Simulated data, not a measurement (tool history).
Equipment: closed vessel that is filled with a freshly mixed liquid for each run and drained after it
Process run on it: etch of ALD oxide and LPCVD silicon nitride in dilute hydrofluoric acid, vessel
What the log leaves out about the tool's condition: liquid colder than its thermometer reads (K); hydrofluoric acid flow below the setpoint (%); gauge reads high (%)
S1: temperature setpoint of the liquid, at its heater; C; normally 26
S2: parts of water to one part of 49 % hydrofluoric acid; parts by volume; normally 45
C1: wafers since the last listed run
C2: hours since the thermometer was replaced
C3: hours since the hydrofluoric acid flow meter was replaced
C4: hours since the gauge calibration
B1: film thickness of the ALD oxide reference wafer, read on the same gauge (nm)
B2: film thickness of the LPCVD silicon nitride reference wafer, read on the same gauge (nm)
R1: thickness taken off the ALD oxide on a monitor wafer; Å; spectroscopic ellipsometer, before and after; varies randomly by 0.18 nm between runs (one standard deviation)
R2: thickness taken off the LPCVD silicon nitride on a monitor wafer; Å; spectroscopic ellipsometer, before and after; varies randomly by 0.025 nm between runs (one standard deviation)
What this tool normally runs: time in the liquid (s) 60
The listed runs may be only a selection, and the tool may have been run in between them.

{"run": 1, "hour": 0.0, "S1": 22.5, "S2": 45, "time in the liquid (s)": 35, "C1": 0, "C2": 692.5, "C3": 2010.9, "C4": 383.2, "B1": 40.01, "B2": 90.036, "R1": 133.8, "R2": 2.87}
{"run": 2, "hour": 28.7, "S1": 22.5, "S2": 45, "time in the liquid (s)": 35, "C1": 3429, "C2": 721.2, "C3": 2039.6, "C4": 411.9, "B1": 40, "B2": 89.976, "R1": 132.5, "R2": 2.82}
{"run": 3, "hour": 44.6, "S1": 22.5, "S2": 45, "time in the liquid (s)": 35, "C1": 1900, "C2": 737.1, "C3": 2055.5, "C4": 427.8, "B1": 39.99, "B2": 90.026, "R1": 131.1, "R2": 2.7}
{"run": 4, "hour": 85.4, "S1": 24, "S2": 45, "time in the liquid (s)": 80, "C1": 4875, "C2": 777.9, "C3": 2096.3, "C4": 468.6, "B1": 39.99, "B2": 90.02, "R1": 316.5, "R2": 7.02}
{"run": 5, "hour": 120.4, "S1": 24, "S2": 45, "time in the liquid (s)": 80, "C1": 4182, "C2": 812.9, "C3": 2131.3, "C4": 503.6, "B1": 40, "B2": 90.016, "R1": 313.4, "R2": 7.09}
{"run": 6, "hour": 132.9, "S1": 26, "S2": 45, "time in the liquid (s)": 60, "C1": 1493, "C2": 825.4, "C3": 2143.8, "C4": 516.1, "B1": 40.01, "B2": 90.015, "R1": 258.2, "R2": 6.14}
{"run": 7, "hour": 161.5, "S1": 26, "S2": 45, "time in the liquid (s)": 60, "C1": 3417, "C2": 854, "C3": 2172.4, "C4": 544.7, "B1": 39.99, "B2": 90.023, "R1": 256.8, "R2": 6.09}
{"run": 8, "hour": 194.2, "S1": 26, "S2": 45, "time in the liquid (s)": 60, "C1": 3907, "C2": 886.7, "C3": 2205.1, "C4": 577.4, "B1": 40.02, "B2": 90.001, "R1": 254.5, "R2": 5.57}
{"hour": 200.9, "done": "gauge calibrated"}
{"run": 9, "hour": 224.8, "S1": 26, "S2": 45, "time in the liquid (s)": 60, "C1": 3656, "C2": 917.3, "C3": 2235.7, "C4": 23.9, "B1": 40.01, "B2": 89.986, "R1": 251.9, "R2": 5.93}
{"run": 10, "hour": 266.4, "S1": 26, "S2": 30, "time in the liquid (s)": 90, "C1": 4971, "C2": 958.9, "C3": 2277.3, "C4": 65.5, "B1": 39.99, "B2": 90.041, "R1": 584.5, "R2": 13.02}
{"run": 11, "hour": 295.7, "S1": 21.5, "S2": 45, "time in the liquid (s)": 85, "C1": 3501, "C2": 988.2, "C3": 2306.6, "C4": 94.8, "B1": 39.99, "B2": 89.993, "R1": 293.7, "R2": 6.23}
{"run": 12, "hour": 315.8, "S1": 22.5, "S2": 60, "time in the liquid (s)": 35, "C1": 2401, "C2": 1008.3, "C3": 2326.7, "C4": 114.9, "B1": 40, "B2": 89.941, "R1": 92, "R2": 2.04}
{"hour": 333.4, "done": "thermometer replaced"}
{"run": 13, "hour": 350.9, "S1": 22.5, "S2": 60, "time in the liquid (s)": 35, "C1": 4075, "C2": 17.5, "C3": 2361.8, "C4": 150, "B1": 39.99, "B2": 89.975, "R1": 100.5, "R2": 2.2}
{"hour": 371.5, "done": "hydrofluoric acid flow meter replaced"}
{"run": 14, "hour": 372.4, "S1": 26, "S2": 30, "time in the liquid (s)": 70, "C1": 2449, "C2": 39, "C3": 0.9, "C4": 171.5, "B1": 40.03, "B2": 89.987, "R1": 562.9, "R2": 12.63}
{"run": 15, "hour": 404.3, "S1": 22.5, "S2": 45, "time in the liquid (s)": 35, "C1": 3812, "C2": 70.9, "C3": 32.8, "C4": 203.4, "B1": 40.01, "B2": 89.994, "R1": 158.7, "R2": 3.34}
{"run": 16, "hour": 420.6, "S1": 28.5, "S2": 55, "time in the liquid (s)": 40, "C1": 1947, "C2": 87.2, "C3": 49.1, "C4": 219.7, "B1": 39.97, "B2": 89.977, "R1": 185.2, "R2": 4.88}
{"run": 17, "hour": 454.2, "S1": 22.5, "S2": 45, "time in the liquid (s)": 45, "C1": 4015, "C2": 120.8, "C3": 82.7, "C4": 253.3, "B1": 40.03, "B2": 90.052, "R1": 201.8, "R2": 4.33}
{"run": 18, "hour": 473.1, "S1": 22.5, "S2": 45, "time in the liquid (s)": 60, "C1": 2258, "C2": 139.7, "C3": 101.6, "C4": 272.2, "B1": 40.01, "B2": 90.017, "R1": 268, "R2": 5.62}
{"run": 19, "hour": 494.1, "S1": 23, "S2": 60, "time in the liquid (s)": 30, "C1": 2509, "C2": 160.7, "C3": 122.6, "C4": 293.2, "B1": 39.99, "B2": 90.001, "R1": 101, "R2": 2.32}

4 ways to go on from here, each from the tool as it stands after run 19. What would each give?
{"run": "A", "hour": 494.8, "S1": 26, "S2": 45, "time in the liquid (s)": 60, "C1": 83, "C2": 161.4, "C3": 123.3, "C4": 293.9, "B1": "?", "B2": "?", "R1": "?", "R2": "?"}
{"run": "B", "hour": 494.8, "S1": 24.5, "S2": 30, "time in the liquid (s)": 30, "C1": 83, "C2": 161.4, "C3": 123.3, "C4": 293.9, "B1": "?", "B2": "?", "R1": "?", "R2": "?"}
{"run": "C", "hour": 494.8, "S1": 26, "S2": 55, "time in the liquid (s)": 40, "C1": 83, "C2": 161.4, "C3": 123.3, "C4": 293.9, "B1": "?", "B2": "?", "R1": "?", "R2": "?"}
{"run": "D", "hour": 494.8, "S1": 28, "S2": 45, "time in the liquid (s)": 75, "C1": 83, "C2": 161.4, "C3": 123.3, "C4": 293.9, "B1": "?", "B2": "?", "R1": "?", "R2": "?"}

run=A B1=40 B2=89.981 R1=311.2 R2=6.99
run=B B1=40 B2=89.981 R1=224.1 R2=4.69
run=C B1=40 B2=89.981 R1=167.4 R2=3.83
run=D B1=40 B2=89.981 R1=421.9 R2=9.98
What these runs would have given with no unlogged condition in the tool:
run=A R1=322 R2=7.31
run=B R1=231.8 R2=4.9
run=C R1=173.2 R2=4
run=D R1=436.3 R2=10.43
